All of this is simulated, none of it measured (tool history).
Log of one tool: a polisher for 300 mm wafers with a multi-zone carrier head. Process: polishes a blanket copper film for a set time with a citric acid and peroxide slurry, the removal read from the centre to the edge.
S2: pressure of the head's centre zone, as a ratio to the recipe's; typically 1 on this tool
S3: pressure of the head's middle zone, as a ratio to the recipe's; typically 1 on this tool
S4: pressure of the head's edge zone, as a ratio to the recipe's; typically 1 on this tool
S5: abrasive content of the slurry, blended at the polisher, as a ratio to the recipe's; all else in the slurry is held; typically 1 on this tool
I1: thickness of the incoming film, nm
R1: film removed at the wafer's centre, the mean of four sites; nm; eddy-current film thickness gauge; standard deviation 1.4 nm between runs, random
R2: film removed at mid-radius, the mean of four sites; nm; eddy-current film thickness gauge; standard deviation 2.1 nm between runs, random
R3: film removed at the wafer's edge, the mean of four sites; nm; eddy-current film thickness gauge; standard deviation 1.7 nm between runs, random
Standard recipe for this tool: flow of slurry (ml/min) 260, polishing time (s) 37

Run 1, hour 0: usual settings; I1 926.2. Result: R1 139.1 nm, R2 138.8 nm, R3 139.2 nm.
At hour 3.8: worn pad replaced by a new one.
Run 2, hour 28.3: usual settings; I1 930.7. Result: R1 148.6 nm, R2 142.9 nm, R3 144.1 nm.
Run 3, hour 56: usual settings; I1 920.1. Result: R1 142.7 nm, R2 138.1 nm, R3 135.5 nm.
At hour 64.9: worn pad replaced by a new one.
Run 4, hour 68.9: usual settings; I1 922.8. Result: R1 153.7 nm, R2 152.4 nm, R3 149.6 nm.
Run 5, hour 94.4: usual settings; I1 931.9. Result: R1 147.9 nm, R2 145.5 nm, R3 144 nm.
At hour 130.9: worn pad replaced by a new one.
Run 6, hour 131.4: usual settings; I1 942.3. Result: R1 152.8 nm, R2 153.5 nm, R3 149.4 nm.
At hour 137.8: centre zone pressure recalibrated.
Run 7, hour 144.9: usual settings; I1 937.2. Result: R1 151.2 nm, R2 149.7 nm, R3 146.7 nm.
Run 8, hour 159.4: usual settings; I1 920.1. Result: R1 146.7 nm, R2 143.7 nm, R3 143.8 nm.
At hour 182: carrier head's membrane replaced by a new one.
At hour 189: worn pad replaced by a new one.
Run 9, hour 189.5: usual settings but S3 1.12, S5 0.75; I1 939.9. Result: R1 147.2 nm, R2 160.7 nm, R3 143.9 nm.
At hour 206.7: slurry nozzle cleaned.
Run 10, hour 213.3: usual settings but S2 0.93, S5 0.9; I1 924.6. Result: R1 137.4 nm, R2 145.8 nm, R3 142.6 nm.
At hour 222.5: edge zone pressure recalibrated.
At hour 240.3: worn pad replaced by a new one.
Run 11, hour 240.8: usual settings but flow of slurry (ml/min) 200, S2 0.95, polishing time (s) 27; I1 926.8. Result: R1 100.9 nm, R2 108.9 nm, R3 105.2 nm.
Run 12, hour 252.8: usual settings but S3 0.95, S5 1.25; I1 939.2. Result: R1 153.6 nm, R2 149 nm, R3 149.5 nm.
Run 13, hour 275.5: usual settings but S4 1.06; I1 933.1. Result: R1 144.6 nm, R2 141.9 nm, R3 147.6 nm.
Run 14, hour 296: usual settings but polishing time (s) 26; I1 918.4. Result: R1 97.6 nm, R2 98 nm, R3 94.7 nm.

What if the next run were any one of these 4? Each begins from the tool's condition after run 14:
Run A, hour 296.4: usual settings but S5 1.2; I1 917.5. Result: R1 ?, R2 ?, R3 ?.
Run B, hour 296.4: usual settings but flow of slurry (ml/min) 315, S2 0.9, S5 0.75; I1 917.5. Result: R1 ?, R2 ?, R3 ?.
Run C, hour 296.4: usual settings but flow of slurry (ml/min) 205, S3 1.03; I1 917.5. Result: R1 ?, R2 ?, R3 ?.
Run D, hour 296.4: usual settings but S2 1.09, S4 0.89; I1 917.5. Result: R1 ?, R2 ?, R3 ?.

run     R1     R2     R3
  A  143.5  137.4  140.7
  B  124.5  132.4  134.9
  C  136.3  133.2  134.8
  D  152.9  134.3  130.1
With no hidden state in the tool, these same runs would have given:
run     R1     R2     R3
  A  158.3  151.6  155.2
  B  137.4  146.1  148.8
  C  150.3    147  148.7
  D  168.7  148.1  143.6

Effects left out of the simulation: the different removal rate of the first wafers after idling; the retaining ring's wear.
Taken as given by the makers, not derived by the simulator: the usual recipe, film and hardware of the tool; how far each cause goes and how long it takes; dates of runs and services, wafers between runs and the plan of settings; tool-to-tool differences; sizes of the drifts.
